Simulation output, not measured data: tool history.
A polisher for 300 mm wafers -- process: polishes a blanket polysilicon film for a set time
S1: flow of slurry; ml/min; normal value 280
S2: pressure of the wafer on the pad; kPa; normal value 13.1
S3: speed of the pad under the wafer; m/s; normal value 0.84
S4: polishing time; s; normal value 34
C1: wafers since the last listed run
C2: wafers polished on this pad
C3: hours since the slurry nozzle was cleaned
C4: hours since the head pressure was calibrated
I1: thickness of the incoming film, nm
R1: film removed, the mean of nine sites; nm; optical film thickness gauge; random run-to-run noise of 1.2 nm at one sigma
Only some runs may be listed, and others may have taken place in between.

Run 1, hour 0.0: usual settings but S2 14.5 kPa, S4 31 s; C1 0; C2 2036; C3 343.5; C4 902.1; I1 1222.2. Result: R1 166.2 nm.
At hour 7.2: head pressure recalibrated.
Run 2, hour 27.5: usual settings but S4 31 s; C1 255; C2 2292; C3 371.0; C4 20.3; I1 1208.4. Result: R1 150.1 nm.
Run 3, hour 87.6: usual settings but S4 31 s; C1 603; C2 2895; C3 431.1; C4 80.4; I1 1230.5. Result: R1 153.3 nm.
Run 4, hour 143.8: usual settings but S4 31 s; C1 563; C2 3459; C3 487.3; C4 136.6; I1 1208.7. Result: R1 151.8 nm.
Run 5, hour 187.5: usual settings but S1 325 ml/min, S4 40 s; C1 438; C2 3897; C3 531.0; C4 180.3; I1 1238.7. Result: R1 197.6 nm.
Run 6, hour 244.0: usual settings but S2 11.0 kPa; C1 566; C2 4464; C3 587.5; C4 236.8; I1 1233.0. Result: R1 136.1 nm.
Run 7, hour 300.0: usual settings but S4 38 s; C1 561; C2 5026; C3 643.5; C4 292.8; I1 1217.8. Result: R1 181.7 nm.
At hour 375.4: worn pad replaced by a new one.
Run 8, hour 404.8: usual settings but S4 38 s; C1 1011; C2 294; C3 748.3; C4 397.6; I1 1213.2. Result: R1 181.2 nm.
Run 9, hour 432.8: usual settings; C1 280; C2 575; C3 776.3; C4 425.6; I1 1214.3. Result: R1 160.2 nm.
Run 10, hour 473.8: usual settings; C1 411; C2 987; C3 817.3; C4 466.6; I1 1221.4. Result: R1 158.8 nm.
Run 11, hour 527.1: usual settings; C1 534; C2 1521; C3 870.6; C4 519.9; I1 1215.8. Result: R1 158.6 nm.
At hour 541.4: slurry nozzle cleaned.
Run 12, hour 706.6: usual settings but S2 16.5 kPa; C1 1791; C2 3313; C3 165.2; C4 699.4; I1 1219.5. Result: R1 211.0 nm.
Run 13, hour 755.0: usual settings but S2 14.5 kPa, S4 38 s; C1 485; C2 3798; C3 213.6; C4 747.8; I1 1217.7. Result: R1 205.3 nm.
Run 14, hour 810.7: usual settings but S1 305 ml/min; C1 558; C2 4357; C3 269.3; C4 803.5; I1 1220.4. Result: R1 168.1 nm.
Run 15, hour 844.0: usual settings but S1 240 ml/min, S4 30 s; C1 334; C2 4691; C3 302.6; C4 836.8; I1 1227.4. Result: R1 142.0 nm.
Run 16, hour 890.6: usual settings; C1 467; C2 5159; C3 349.2; C4 883.4; I1 1221.7. Result: R1 166.5 nm.
At hour 903.1: worn pad replaced by a new one, of another model than before.
Run 17, hour 916.3: usual settings but S1 250 ml/min, S3 1.12 m/s; C1 217; C2 132; C3 374.9; C4 909.1; I1 1230.5. Result: R1 195.1 nm.
Run 18, hour 959.3: usual settings; C1 431; C2 563; C3 417.9; C4 952.1; I1 1242.0. Result: R1 166.0 nm.
Run 19, hour 989.4: usual settings but S1 325 ml/min; C1 302; C2 865; C3 448.0; C4 982.2; I1 1219.6. Result: R1 167.2 nm.
At hour 1034.3: head pressure recalibrated.
Run 20, hour 1040.5: usual settings but S2 9.7 kPa, S4 41 s; C1 492; C2 1358; C3 499.1; C4 6.2; I1 1222.2. Result: R1 168.3 nm.
Run 21, hour 1101.1: usual settings but S1 195 ml/min, S2 15.2 kPa, S3 0.76 m/s, S4 30 s; C1 608; C2 1966; C3 559.7; C4 66.8; I1 1228.7. Result: R1 146.9 nm.
At hour 1248.9: slurry nozzle cleaned.
Run 22, hour 1262.8: usual settings but S1 225 ml/min, S4 23 s; C1 1612; C2 3579; C3 13.9; C4 228.5; I1 1207.4. Result: R1 111.1 nm.
Run 23, hour 1329.9: usual settings but S1 215 ml/min, S2 10.3 kPa, S3 0.76 m/s, S4 40 s; C1 673; C2 4252; C3 81.0; C4 295.6; I1 1220.0. Result: R1 163.0 nm.
Run 24, hour 1355.7: usual settings but S2 9.7 kPa, S4 41 s; C1 258; C2 4511; C3 106.8; C4 321.4; I1 1241.7. Result: R1 168.6 nm.
At hour 1413.3: worn pad replaced by a new one.
Run 25, hour 1420.1: usual settings; C1 606; C2 68; C3 171.2; C4 385.8; I1 1201.4. Result: R1 168.2 nm.
Run 26, hour 1458.9: usual settings but S1 330 ml/min, S3 1.10 m/s, S4 38 s; C1 389; C2 457; C3 210.0; C4 424.6; I1 1208.4. Result: R1 220.6 nm.
Run 27, hour 1498.5: usual settings but S2 9.0 kPa; C1 397; C2 855; C3 249.6; C4 464.2; I1 1228.1. Result: R1 134.9 nm.
Run 28, hour 1541.1: usual settings but S3 0.70 m/s; C1 427; C2 1282; C3 292.2; C4 506.8; I1 1231.9. Result: R1 152.2 nm.
Run 29, hour 1602.7: usual settings but S3 0.60 m/s; C1 618; C2 1900; C3 353.8; C4 568.4; I1 1225.2. Result: R1 140.2 nm.
Run 30, hour 1662.6: usual settings but S1 365 ml/min, S2 16.5 kPa, S3 0.96 m/s; C1 601; C2 2502; C3 413.7; C4 628.3; I1 1234.3. Result: R1 207.7 nm.
Run 31, hour 1697.5: usual settings; C1 350; C2 2852; C3 448.6; C4 663.2; I1 1212.9. Result: R1 165.4 nm.
Run 32, hour 1752.5: usual settings; C1 551; C2 3404; C3 503.6; C4 718.2; I1 1224.0. Result: R1 165.7 nm.
Run 33, hour 1813.9: usual settings but S3 1.02 m/s; C1 616; C2 4020; C3 565.0; C4 779.6; I1 1216.0. Result: R1 185.2 nm.
Run 34, hour 1840.5: usual settings; C1 266; C2 4287; C3 591.6; C4 806.2; I1 1238.2. Result: R1 166.4 nm.
At hour 1882.3: worn pad replaced by a new one.
Run 35, hour 1906.7: usual settings but S4 31 s; C1 624; C2 245; C3 657.8; C4 872.4; I1 1211.6. Result: R1 150.5 nm.
Run 36, hour 1946.7: usual settings but S1 335 ml/min, S2 10.3 kPa, S3 0.58 m/s, S4 28 s; C1 401; C2 646; C3 697.8; C4 912.4; I1 1220.5. Result: R1 99.4 nm.

A few steps of R1 between consecutive runs. Split each: what settings, incoming material and random variation would produce without the hidden state, and what is left over for the hidden state, along with gauge scatter present in only one of the two compared results (measured, and without hidden state):
What the log doesn't record here: removal rate lost through wear of the pad, %; slurry flow missing at the pad, %; deviation of the head's pressure from its setpoint, %.
Run 5 -> 6: S1 325 -> 280, S2 13.1 -> 11.0, S4 40 -> 34. R1 -61.5 nm: hidden state +0.1, all else -61.6.
Run 6 -> 7: S2 11.0 -> 13.1, S4 34 -> 38. R1 +45.6 nm: hidden state -1.7, all else +47.3.
Run 7 -> 8: worn pad replaced by a new one. R1 -0.5 nm: hidden state -2.1, all else +1.6.
Run 11 -> 12: S2 13.1 -> 16.5, slurry nozzle cleaned. R1 +52.4 nm: hidden state +7.5, all else +44.9.
Run 26 -> 27: S1 330 -> 280, S2 13.1 -> 9.0, S3 1.10 -> 0.84, S4 38 -> 34. R1 -85.7 nm: hidden state +0.2, all else -85.9.
Run 29 -> 30: S1 280 -> 365, S2 13.1 -> 16.5, S3 0.60 -> 0.96. R1 +67.5 nm: hidden state -0.4, all else +67.9.
